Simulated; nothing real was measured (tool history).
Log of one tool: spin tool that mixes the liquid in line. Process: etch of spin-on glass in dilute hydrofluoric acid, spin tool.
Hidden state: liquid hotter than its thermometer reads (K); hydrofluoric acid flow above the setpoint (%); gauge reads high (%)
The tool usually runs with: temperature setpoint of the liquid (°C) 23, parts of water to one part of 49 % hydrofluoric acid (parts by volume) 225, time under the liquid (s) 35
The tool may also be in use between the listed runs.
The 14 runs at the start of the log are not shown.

run,hour,temperature setpoint of the liquid (°C),parts of water to one part of 49 % hydrofluoric acid (parts by volume),time under the liquid (s),wafers since the last listed run,hours since the thermometer was replaced,hours since the hydrofluoric acid flow meter was replaced,hours since the gauge calibration,"read-back film thickness of the spin-on glass reference wafer, read on the same gauge (nm)",thickness taken off the spin-on glass on a monitor wafer (angstrom)
15,1017.5,23,225,35,704,2976.6,560.9,308.2,100.488,48.5
16,1170.2,23,225,35,2388,3129.3,713.6,460.9,100.699,48.86
# hour 1194: hydrofluoric acid flow meter replaced
17,1232.4,25.5,330,30,957,3191.5,38.4,523.1,100.793,28.12
# hour 1245: thermometer replaced
18,1318.3,18,225,45,1328,73.3,124.3,609,100.986,50.55
19,1387.2,18,300,20,1077,142.2,193.2,677.9,101.177,16.17
20,1457.9,23,225,55,1106,212.9,263.9,748.6,101.394,76.97
21,1536.5,23,225,35,1229,291.5,342.5,827.2,101.607,48.32
22,1581.2,23,260,35,699,336.2,387.2,871.9,101.749,40.47
23,1676.9,23,195,35,1497,431.9,482.9,967.6,102.073,57.93
24,1766.6,25.5,260,50,1403,521.6,572.6,1057.3,102.442,64.46
25,1858.7,23,225,35,1440,613.7,664.7,1149.4,102.847,49.45
# hour 1892.1: hydrofluoric acid flow meter replaced
26,1897.4,26,225,20,589,652.4,5.3,1188.1,103.009,31.28
27,1999.1,23,225,35,1591,754.1,107,1289.8,103.472,50.55
28,2104.2,23,225,25,1644,859.2,212.1,1394.9,104.057,35.81
29,2183.6,18,225,45,1242,938.6,291.5,1474.3,104.431,54.42
30,2271.4,23,300,50,1373,1026.4,379.3,1562.1,104.948,50.26
31,2337.1,23,225,35,1027,1092.1,445,1627.8,105.38,50.57
32,2383.9,21,320,35,732,1138.9,491.8,1674.6,105.699,30.76

5 ways to go on from here, each from the tool as it stands after run 32. What would each give?
A,2384.3,23,225,35,6,1139.3,492.2,1675,?,?
B,2384.3,23,175,20,6,1139.3,492.2,1675,?,?
C,2384.3,26.5,225,35,6,1139.3,492.2,1675,?,?
D,2384.3,23,290,35,6,1139.3,492.2,1675,?,?
E,2384.3,18.5,160,40,6,1139.3,492.2,1675,?,?

run,"read-back film thickness of the spin-on glass reference wafer, read on the same gauge (nm)",thickness taken off the spin-on glass on a monitor wafer (angstrom)
A,105.669,51.71
B,105.669,40.04
C,105.669,58.67
D,105.669,37.62
E,105.669,74.62
With the hidden condition removed and each run's random variation left untouched, the same runs would have given:
run,thickness taken off the spin-on glass on a monitor wafer (angstrom)
A,48.93
B,37.89
C,55.51
D,35.59
E,70.61

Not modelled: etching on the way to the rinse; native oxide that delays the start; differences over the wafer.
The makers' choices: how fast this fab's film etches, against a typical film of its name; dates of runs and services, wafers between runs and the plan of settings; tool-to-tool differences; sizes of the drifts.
